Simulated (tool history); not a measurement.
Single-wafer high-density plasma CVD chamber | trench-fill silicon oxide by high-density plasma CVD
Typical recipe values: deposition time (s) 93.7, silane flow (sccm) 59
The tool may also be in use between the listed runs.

run    hour  deposition time (s)  silane flow (sccm)  read-back reference wafer on the same gauge, thickness_nm  mean film thickness on the monitor wafer (nm)
  1       0                 93.7                  59                                                    629.223                                        587.047
  2    26.5                 89.6                  59                                                    629.014                                         561.44
  3      84                 89.6                  59                                                     629.62                                        564.151
  4   127.9                 98.6                  66                                                    629.822                                        683.016
  5   192.5                 98.6                  66                                                    628.939                                        678.822
  6   241.6                 98.6                  66                                                    628.788                                        675.599
  7   310.1                 93.7                  63                                                    628.611                                        626.828
  8   349.4                 93.7                  63                                                    629.437                                        620.755
  9     395                 93.7                  63                                                    628.548                                         623.21
 10   441.7                 93.7                  59                                                    628.948                                        585.869
 11   480.4                 93.7                  59                                                    628.808                                         587.12
 12   657.7                 93.7                  54                                                    629.491                                        542.727
 13   720.9                 93.7                  54                                                    628.703                                        538.249
      731.5  -- silane flow controller replaced
 14   761.3                 93.7                  59                                                    628.746                                        620.556
 15   821.7                 93.7                  59                                                    629.667                                        614.132
      847.4  -- gauge calibrated
 16   890.2                 93.7                  59                                                    630.293                                        615.259
 17   956.2                 93.7                  59                                                    629.846                                        605.784
 18  1016.1                 93.7                  59                                                    629.899                                        605.368
 19    1079                 93.7                  59                                                    629.711                                         609.23
 20  1106.7                 93.7                  59                                                    628.131                                         601.78
 21  1136.8                 93.7                  59                                                    628.884                                        603.089
 22    1189                 93.7                  59                                                     628.96                                        603.057
 23  1226.1                104.2                  54                                                    629.182                                        629.729
 24  1260.1                 93.7                  59                                                    627.426                                         598.46
 25    1286                108.4                  50                                                    630.244                                        603.428
 26    1325                 86.7                  67                                                    629.302                                         622.32
 27  1370.3                108.8                  65                                                     629.27                                        754.834
 28    1437                   76                  63                                                    629.688                                        514.697
 29  1482.2                 86.3                  65                                                    628.323                                        596.132
 30  1671.9                  106                  53                                                    628.072                                        614.303
 31  1738.1                   80                  64                                                     628.86                                        544.152
 32  1777.7                110.6                  67                                                    628.467                                        775.245
 33  1815.8                 93.7                  70                                                    628.798                                        687.829
 34  1844.9                 93.7                  59                                                     629.27                                        593.571
 35  1876.5                 93.7                  69                                                    628.146                                        675.526
 36  1937.5                 93.7                  52                                                    627.844                                        531.149
 37  2002.8                 93.7                  59                                                    628.871                                        592.269
 38    2035                 93.7                  59                                                    629.728                                        594.471
 39    2067                110.9                  66                                                    629.744                                        766.415
 40  2098.8                110.7                  52                                                    628.816                                        626.836
 41  2166.4                 78.9                  49                                                    628.614                                        425.759
 42  2221.5                106.1                  69                                                    627.704                                        761.055
 43  2260.6                111.9                  47                                                    628.747                                        583.518
 44  2331.5                 93.7                  59                                                    629.154                                         583.94
 45  2386.1                 93.7                  51                                                    628.448                                        520.897
 46  2422.3                 84.2                  47                                                    627.744                                        440.483

Pick out some run-to-run changes in mean film thickness on the monitor wafer (nm). Of each, how much would a tool without hidden state show as well, from the settings, what came in and chance, and how much is left for the hidden state and any gauge scatter not in both results compared?
What the log doesn't record here: delivered silane flow above the setpoint (%); gauge reads high (%).
Run 13 -> 14: silane flow (sccm) 54 -> 59, silane flow controller replaced. mean film thickness on the monitor wafer (nm) +82.307: hidden state +30.987, all else +51.32.
Run 27 -> 28: deposition time (s) 108.8 -> 76, silane flow (sccm) 65 -> 63. mean film thickness on the monitor wafer (nm) -240.137: hidden state +5.137, all else -245.274.
Run 31 -> 32: deposition time (s) 80 -> 110.6, silane flow (sccm) 64 -> 67. mean film thickness on the monitor wafer (nm) +231.093: hidden state -8.595, all else +239.688.
Run 41 -> 42: deposition time (s) 78.9 -> 106.1, silane flow (sccm) 49 -> 69. mean film thickness on the monitor wafer (nm) +335.296: hidden state -14.016, all else +349.312.

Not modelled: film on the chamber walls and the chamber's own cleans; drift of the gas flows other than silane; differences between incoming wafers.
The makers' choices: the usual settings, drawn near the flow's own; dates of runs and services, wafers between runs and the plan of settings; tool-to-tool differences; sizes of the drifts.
